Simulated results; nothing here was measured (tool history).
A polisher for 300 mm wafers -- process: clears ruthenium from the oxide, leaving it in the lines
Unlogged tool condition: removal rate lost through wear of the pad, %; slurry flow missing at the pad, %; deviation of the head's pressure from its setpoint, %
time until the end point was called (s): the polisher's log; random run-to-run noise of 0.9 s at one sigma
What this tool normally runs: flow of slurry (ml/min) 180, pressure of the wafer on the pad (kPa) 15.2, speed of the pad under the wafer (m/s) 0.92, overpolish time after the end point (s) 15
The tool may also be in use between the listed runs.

run	hour	flow of slurry (ml/min)	pressure of the wafer on the pad (kPa)	speed of the pad under the wafer (m/s)	overpolish time after the end point (s)	wafers since the last listed run	wafers polished on this pad	hours since the slurry nozzle was cleaned	hours since the head pressure was calibrated	incoming thickness of the incoming film, nm	time until the end point was called (s)
1	0	180	15.2	0.92	15	0	1478	748.1	1178	101.3	79
# hour 7.6: worn pad replaced by a new one
2	12.6	180	15.2	0.92	15	94	54	760.7	1190.6	100.1	73.7
3	24.5	180	11.7	0.92	10	130	184	772.6	1202.5	100.2	96.1
4	73.3	180	11.7	0.92	10	534	719	821.4	1251.3	99.4	94.7
5	79.4	180	11.7	0.92	10	66	785	827.5	1257.4	100.6	98.5
# hour 81.2: slurry nozzle cleaned
6	92.1	180	13.8	0.92	15	128	914	10.9	1270.1	100	81.5
7	103.7	180	13.8	0.92	15	126	1041	22.5	1281.7	99	81.3
8	111.6	180	13.8	0.92	15	86	1127	30.4	1289.6	99.5	85.1
# hour 122.6: head pressure recalibrated
9	125.1	180	15.2	0.92	15	125	1253	43.9	2.5	99.3	77.2
10	138.4	180	15.2	0.92	9	145	1398	57.2	15.8	100.9	77.8
# hour 151.1: worn pad replaced by a new one
11	151.6	180	15.2	0.92	15	100	6	70.4	29	100.5	73.5
12	159.8	180	15.2	0.92	15	89	95	78.6	37.2	98.9	73.4
13	167.4	145	11.7	1.24	15	83	178	86.2	44.8	99.8	71.7
14	177.2	180	18.6	0.92	8	107	286	96	54.6	100.2	60.9
15	191.9	180	15.2	0.92	15	160	447	110.7	69.3	99.8	73.3
16	207.8	135	15.2	0.78	15	174	621	126.6	85.2	102.1	93.8
17	223.6	180	15.2	0.92	15	172	794	142.4	101	101.6	77.3
18	234.2	240	10.3	1.2	21	116	910	153	111.6	99.7	83.4
19	240.5	230	15.2	0.92	7	68	979	159.3	117.9	100	75

Describe how what the log doesn't record of the tool's condition differs between the last listed run preceding each entry between runs and the first listed run following it.
After run 1, before run 2: worn pad replaced by a new one (hour 7.6)
  removal rate lost through wear of the pad, %: 8.32 -> 0.508
  measured value less the no-hidden-state value, time until the end point was called (s): +6.6 -> +0.4
After run 5, before run 6: slurry nozzle cleaned (hour 81.2)
  removal rate lost through wear of the pad, %: 4.58 -> 5.35
  measured value less the no-hidden-state value, time until the end point was called (s): +4.5 -> +4.4
After run 8, before run 9: head pressure recalibrated (hour 122.6)
  removal rate lost through wear of the pad, %: 6.54 -> 7.36
  measured value less the no-hidden-state value, time until the end point was called (s): +5.5 -> +5.7
After run 10, before run 11: worn pad replaced by a new one (hour 151.1)
  removal rate lost through wear of the pad, %: 8.17 -> 0.756
  measured value less the no-hidden-state value, time until the end point was called (s): +6.3 -> +0.6

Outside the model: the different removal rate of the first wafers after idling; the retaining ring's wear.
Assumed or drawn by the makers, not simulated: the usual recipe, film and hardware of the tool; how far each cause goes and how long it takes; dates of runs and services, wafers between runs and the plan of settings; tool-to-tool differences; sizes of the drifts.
